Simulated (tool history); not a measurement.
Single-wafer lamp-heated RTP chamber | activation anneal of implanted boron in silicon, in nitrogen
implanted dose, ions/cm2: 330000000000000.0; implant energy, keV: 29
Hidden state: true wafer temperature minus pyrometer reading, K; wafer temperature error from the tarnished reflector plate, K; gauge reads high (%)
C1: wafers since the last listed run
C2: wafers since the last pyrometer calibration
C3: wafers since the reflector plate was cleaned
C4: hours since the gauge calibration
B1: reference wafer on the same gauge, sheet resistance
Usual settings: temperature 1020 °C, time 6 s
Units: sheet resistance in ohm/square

{"run": 1, "hour": 0.0, "temperature": 1007, "time": 7, "C1": 0, "C2": 3194, "C3": 3194, "C4": 522.2, "B1": 268.99, "sheet resistance": 286.23}
{"run": 2, "hour": 57.3, "temperature": 1007, "time": 7, "C1": 874, "C2": 4068, "C3": 4068, "C4": 579.5, "B1": 268.95, "sheet resistance": 284.84}
{"run": 3, "hour": 96.4, "temperature": 1020, "time": 9, "C1": 596, "C2": 4665, "C3": 4665, "C4": 618.6, "B1": 269.03, "sheet resistance": 281.01}
{"hour": 152.6, "done": "gauge calibrated"}
{"run": 4, "hour": 168.3, "temperature": 1020, "time": 9, "C1": 1097, "C2": 5762, "C3": 5762, "C4": 15.7, "B1": 269.01, "sheet resistance": 281.0}
{"hour": 201.6, "done": "pyrometer window cleaned and pyrometer calibrated"}
{"run": 5, "hour": 216.1, "temperature": 1020, "time": 9, "C1": 607, "C2": 221, "C3": 6369, "C4": 63.5, "B1": 268.91, "sheet resistance": 280.83}
{"run": 6, "hour": 259.1, "temperature": 1020, "time": 6, "C1": 656, "C2": 877, "C3": 7025, "C4": 106.5, "B1": 268.96, "sheet resistance": 281.52}
{"run": 7, "hour": 312.2, "temperature": 1020, "time": 6, "C1": 810, "C2": 1687, "C3": 7835, "C4": 159.6, "B1": 269.04, "sheet resistance": 281.79}
{"run": 8, "hour": 358.7, "temperature": 1020, "time": 6, "C1": 709, "C2": 2397, "C3": 8545, "C4": 206.1, "B1": 269.01, "sheet resistance": 281.33}
{"run": 9, "hour": 435.0, "temperature": 1020, "time": 5, "C1": 1164, "C2": 3561, "C3": 9709, "C4": 282.4, "B1": 269.05, "sheet resistance": 281.83}
{"hour": 535.5, "done": "reflector plate cleaned"}
{"hour": 546.0, "done": "pyrometer window cleaned and pyrometer calibrated"}
{"run": 10, "hour": 588.5, "temperature": 1049, "time": 8, "C1": 2097, "C2": 648, "C3": 686, "C4": 435.9, "B1": 268.95, "sheet resistance": 279.18}
{"run": 11, "hour": 630.5, "temperature": 1047, "time": 8, "C1": 640, "C2": 1289, "C3": 1327, "C4": 477.9, "B1": 268.95, "sheet resistance": 279.06}
{"run": 12, "hour": 665.4, "temperature": 1012, "time": 8, "C1": 532, "C2": 1822, "C3": 1859, "C4": 512.8, "B1": 269.01, "sheet resistance": 283.48}
{"run": 13, "hour": 714.8, "temperature": 1002, "time": 8, "C1": 753, "C2": 2575, "C3": 2613, "C4": 562.2, "B1": 268.98, "sheet resistance": 287.59}
{"run": 14, "hour": 753.5, "temperature": 1020, "time": 6, "C1": 590, "C2": 3166, "C3": 3203, "C4": 600.9, "B1": 269.01, "sheet resistance": 282.34}
{"run": 15, "hour": 788.7, "temperature": 1020, "time": 6, "C1": 537, "C2": 3703, "C3": 3740, "C4": 636.1, "B1": 268.94, "sheet resistance": 282.68}
{"hour": 812.8, "done": "gauge calibrated"}
{"hour": 885.8, "done": "pyrometer window cleaned and pyrometer calibrated"}
{"run": 16, "hour": 975.7, "temperature": 1001, "time": 10, "C1": 2731, "C2": 1371, "C3": 6471, "C4": 162.9, "B1": 269.08, "sheet resistance": 286.08}
{"run": 17, "hour": 1027.6, "temperature": 996, "time": 5, "C1": 791, "C2": 2163, "C3": 7263, "C4": 214.8, "B1": 268.98, "sheet resistance": 290.99}
{"run": 18, "hour": 1095.6, "temperature": 1004, "time": 8, "C1": 1037, "C2": 3200, "C3": 8301, "C4": 282.8, "B1": 269.04, "sheet resistance": 284.79}

4 ways to go on from here, each from the tool as it stands after run 18. What would each give?
{"run": "A", "hour": 1096.0, "temperature": 1020, "time": 6, "C1": 6, "C2": 3206, "C3": 8307, "C4": 283.2, "B1": "?", "sheet resistance": "?"}
{"run": "B", "hour": 1096.0, "temperature": 1033, "time": 5, "C1": 6, "C2": 3206, "C3": 8307, "C4": 283.2, "B1": "?", "sheet resistance": "?"}
{"run": "C", "hour": 1096.0, "temperature": 1044, "time": 10, "C1": 6, "C2": 3206, "C3": 8307, "C4": 283.2, "B1": "?", "sheet resistance": "?"}
{"run": "D", "hour": 1096.0, "temperature": 1041, "time": 4, "C1": 6, "C2": 3206, "C3": 8307, "C4": 283.2, "B1": "?", "sheet resistance": "?"}

run=A B1=269.02 sheet_resistance=281.48
run=B B1=269.02 sheet_resistance=280.07
run=C B1=269.02 sheet_resistance=278.32
run=D B1=269.02 sheet_resistance=279.72
Without the tool's hidden state the same runs would have given:
run=A sheet_resistance=282.68
run=B sheet_resistance=280.74
run=C sheet_resistance=278.64
run=D sheet_resistance=280.19
